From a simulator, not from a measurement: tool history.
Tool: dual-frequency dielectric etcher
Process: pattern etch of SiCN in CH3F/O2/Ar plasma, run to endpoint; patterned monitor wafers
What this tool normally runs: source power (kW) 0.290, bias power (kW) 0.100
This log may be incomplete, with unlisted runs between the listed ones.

run     day  source power (kW)  bias power (kW)  wafers since the last listed run  hours since the last wet clean  hours since the last source power generator calibration  hours since the last bias power generator calibration  hours since the last upper electrode change  incoming incoming film thickness, nm  endpoint time (s)
  1   0.000              0.290            0.100                                 0                           171.0                                                   2072.1                                                 3427.0                                       2095.5                                 13.54               34.7
  2   2.654              0.290            0.100                               726                           234.7                                                   2135.8                                                 3490.7                                       2159.2                                 13.44               34.4
  3   5.262              0.260            0.100                               713                           297.3                                                   2198.4                                                 3553.3                                       2221.8                                 13.44               36.9
  4   6.446              0.260            0.100                               323                           325.7                                                   2226.8                                                 3581.7                                       2250.2                                 13.40               36.0
  5   9.404              0.260            0.100                               809                           396.7                                                   2297.8                                                 3652.7                                       2321.2                                 13.60               37.0
  6  10.633              0.290            0.100                               336                           426.2                                                   2327.3                                                 3682.2                                       2350.7                                 13.38               35.0
  7  13.004              0.270            0.113                               648                           483.1                                                   2384.2                                                 3739.1                                       2407.6                                 13.46               34.8
  8  15.288              0.270            0.113                               624                           537.9                                                   2439.0                                                 3793.9                                       2462.4                                 13.61               35.6
     16.808  -- wet clean of the chamber
  9  16.829              0.290            0.100                               148                             0.5                                                   2476.0                                                 3830.9                                       2499.4                                 13.59               34.2
 10  17.762              0.290            0.100                               255                            22.9                                                   2498.4                                                 3853.3                                       2521.8                                 13.43               33.8
     19.821  -- bias power generator calibrated
 11  20.654              0.290            0.100                               745                            92.3                                                   2567.8                                                   20.0                                       2591.2                                 13.42               33.9
     22.958  -- source power generator calibrated
 12  23.083              0.290            0.100                               618                           150.6                                                      3.0                                                   78.3                                       2649.5                                 13.43               33.9
 13  25.988              0.290            0.093                               794                           220.3                                                     72.7                                                  148.0                                       2719.2                                 13.58               35.8
 14  27.350              0.290            0.093                               372                           253.0                                                    105.4                                                  180.7                                       2751.9                                 13.48               35.6
 15  28.862              0.290            0.093                               413                           289.3                                                    141.7                                                  217.0                                       2788.2                                 13.71               36.1
 16  31.788              0.290            0.087                               800                           359.5                                                    211.9                                                  287.2                                       2858.4                                 13.35               36.5
     32.867  -- upper electrode replaced
 17  33.158              0.330            0.123                               101                           392.4                                                    244.8                                                  320.1                                          7.0                                 13.53               31.1
 18  35.975              0.270            0.124                               770                           460.0                                                    312.4                                                  387.7                                         74.6                                 13.38               33.4
 19  37.892              0.290            0.100                               524                           506.0                                                    358.4                                                  433.7                                        120.6                                 13.56               35.5
     39.750  -- wet clean of the chamber
 20  40.383              0.330            0.081                               408                            15.2                                                    418.2                                                  493.5                                        180.4                                 13.59               35.0
 21  42.946              0.260            0.111                               701                            76.7                                                    479.7                                                  555.0                                        241.9                                 13.46               34.2
 22  44.929              0.290            0.121                               542                           124.3                                                    527.3                                                  602.6                                        289.5                                 13.37               32.0
 23  47.429              0.290            0.112                               683                           184.3                                                    587.3                                                  662.6                                        349.5                                 13.53               33.3
 24  48.600              0.260            0.125                               320                           212.4                                                    615.4                                                  690.7                                        377.6                                 13.53               33.6
 25  50.692              0.250            0.091                               572                           262.6                                                    665.6                                                  740.9                                        427.8                                 13.44               38.2
 26  52.562              0.350            0.093                               511                           307.5                                                    710.5                                                  785.8                                        472.7                                 13.56               33.5
 27  54.471              0.240            0.087                               522                           353.3                                                    756.3                                                  831.6                                        518.5                                 13.48               39.4
 28  57.175              0.250            0.117                               739                           418.2                                                    821.2                                                  896.5                                        583.4                                 13.33               35.0
 29  59.112              0.290            0.100                               530                           464.7                                                    867.7                                                  943.0                                        629.9                                 13.36               35.3
     61.188  -- wet clean of the chamber
 30  61.208              0.270            0.092                               299                             0.5                                                    918.0                                                  993.3                                        680.2                                 13.53               36.7
 31  62.762              0.350            0.081                               425                            37.8                                                    955.3                                                 1030.6                                        717.5                                 13.55               34.9
 32  64.462              0.290            0.100                               465                            78.6                                                    996.1                                                 1071.4                                        758.3                                 13.51               35.1
 33  67.008              0.350            0.121                               696                           139.7                                                   1057.2                                                 1132.5                                        819.4                                 13.53               30.3
 34  68.625              0.340            0.115                               442                           178.5                                                   1096.0                                                 1171.3                                        858.2                                 13.37               31.1
 35  71.146              0.290            0.100                               689                           239.0                                                   1156.5                                                 1231.8                                        918.7                                 13.46               35.4
 36  73.567              0.330            0.113                               662                           297.1                                                   1214.6                                                 1289.9                                        976.8                                 13.71               32.7

Alternative continuations, all from the tool just after run 36; predict every row:
  A  73.583              0.290            0.122                                 4                           297.5                                                   1215.0                                                 1290.3                                        977.2                                 13.53                  ?
  B  73.583              0.240            0.077                                 4                           297.5                                                   1215.0                                                 1290.3                                        977.2                                 13.53                  ?
  C  73.583              0.290            0.081                                 4                           297.5                                                   1215.0                                                 1290.3                                        977.2                                 13.53                  ?

run  endpoint time (s)
  A               33.3
  B               41.9
  C               38.3
What these runs would have given with no unlogged condition in the tool:
run  endpoint time (s)
  A               32.1
  B               40.4
  C               37.0

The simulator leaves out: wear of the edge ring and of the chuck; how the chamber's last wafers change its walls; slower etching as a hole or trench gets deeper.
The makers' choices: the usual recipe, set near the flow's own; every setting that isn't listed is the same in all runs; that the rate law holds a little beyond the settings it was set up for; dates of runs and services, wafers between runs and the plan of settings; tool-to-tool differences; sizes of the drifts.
